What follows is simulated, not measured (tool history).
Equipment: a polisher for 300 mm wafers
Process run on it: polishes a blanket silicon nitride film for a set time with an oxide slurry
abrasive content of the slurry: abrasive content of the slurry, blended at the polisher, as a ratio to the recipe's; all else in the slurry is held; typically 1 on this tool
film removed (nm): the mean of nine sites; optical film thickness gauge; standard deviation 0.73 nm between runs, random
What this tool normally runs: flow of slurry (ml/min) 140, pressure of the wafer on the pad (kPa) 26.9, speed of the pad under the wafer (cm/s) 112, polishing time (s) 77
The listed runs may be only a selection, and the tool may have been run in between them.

| run | day | flow of slurry (ml/min) | pressure of the wafer on the pad (kPa) | speed of the pad under the wafer (cm/s) | abrasive content of the slurry | polishing time (s) | incoming thickness of the incoming film, nm | film removed (nm) |
|---|---|---|---|---|---|---|---|---|
| 1 | 0 | 140 | 26.9 | 112 | 1 | 77 | 247.9 | 46.7 |
| 2 | 1.35 | 140 | 31 | 112 | 1 | 77 | 248 | 52.9 |
|  | 1.729 | conditioning disc replaced and pad reconditioned |
| 3 | 2.608 | 140 | 31 | 112 | 1 | 77 | 250.2 | 50.7 |
|  | 3.1 | slurry blender recalibrated |
| 4 | 3.617 | 140 | 31 | 112 | 1 | 77 | 251.9 | 53.2 |
|  | 3.85 | worn pad replaced by a new one |
| 5 | 4.938 | 140 | 26.9 | 112 | 1 | 77 | 252.3 | 44.4 |
| 6 | 5.671 | 140 | 26.9 | 112 | 1 | 77 | 248.2 | 44 |
|  | 6.042 | conditioning disc replaced and pad reconditioned |
| 7 | 6.233 | 140 | 26.9 | 112 | 1 | 77 | 247.8 | 44 |
| 8 | 7.479 | 140 | 26.9 | 112 | 1 | 77 | 254.8 | 41 |
|  | 7.908 | slurry blender recalibrated |
| 9 | 8.458 | 140 | 26.9 | 112 | 1 | 77 | 252 | 45.8 |
|  | 8.95 | slurry nozzle cleaned |
| 10 | 9.6 | 140 | 26.9 | 112 | 1 | 77 | 246.8 | 51.5 |
|  | 10.275 | conditioning disc replaced and pad reconditioned |
|  | 10.646 | worn pad replaced by a new one |
| 11 | 11.05 | 140 | 26.9 | 80 | 1 | 94 | 251.9 | 47 |
| 12 | 11.625 | 140 | 26.9 | 112 | 1 | 77 | 253.1 | 49.4 |
|  | 12.633 | slurry blender recalibrated |
| 13 | 12.996 | 140 | 26.9 | 112 | 1 | 77 | 250.5 | 52.2 |
| 14 | 13.696 | 180 | 26.9 | 112 | 1 | 92 | 250.2 | 64.2 |
| 15 | 14.946 | 140 | 26.9 | 112 | 1 | 77 | 249.8 | 49.1 |
|  | 15.258 | head pressure recalibrated |
| 16 | 15.446 | 140 | 18.6 | 86 | 1 | 77 | 249.3 | 26.9 |
|  | 15.575 | conditioning disc replaced and pad reconditioned |
| 17 | 16.038 | 155 | 20 | 92 | 1 | 95 | 250.5 | 38.2 |

What does the tool deliver on the next run?
|  | 16.408 | worn pad replaced by a new one |
| 18 | 16.783 | 165 | 31.7 | 78 | 1 | 77 | 249.9 | ? |

For run 18 the tool returned film removed (nm) 42.3.
With no hidden state in the tool, this same run would have given film removed (nm) 48.1.

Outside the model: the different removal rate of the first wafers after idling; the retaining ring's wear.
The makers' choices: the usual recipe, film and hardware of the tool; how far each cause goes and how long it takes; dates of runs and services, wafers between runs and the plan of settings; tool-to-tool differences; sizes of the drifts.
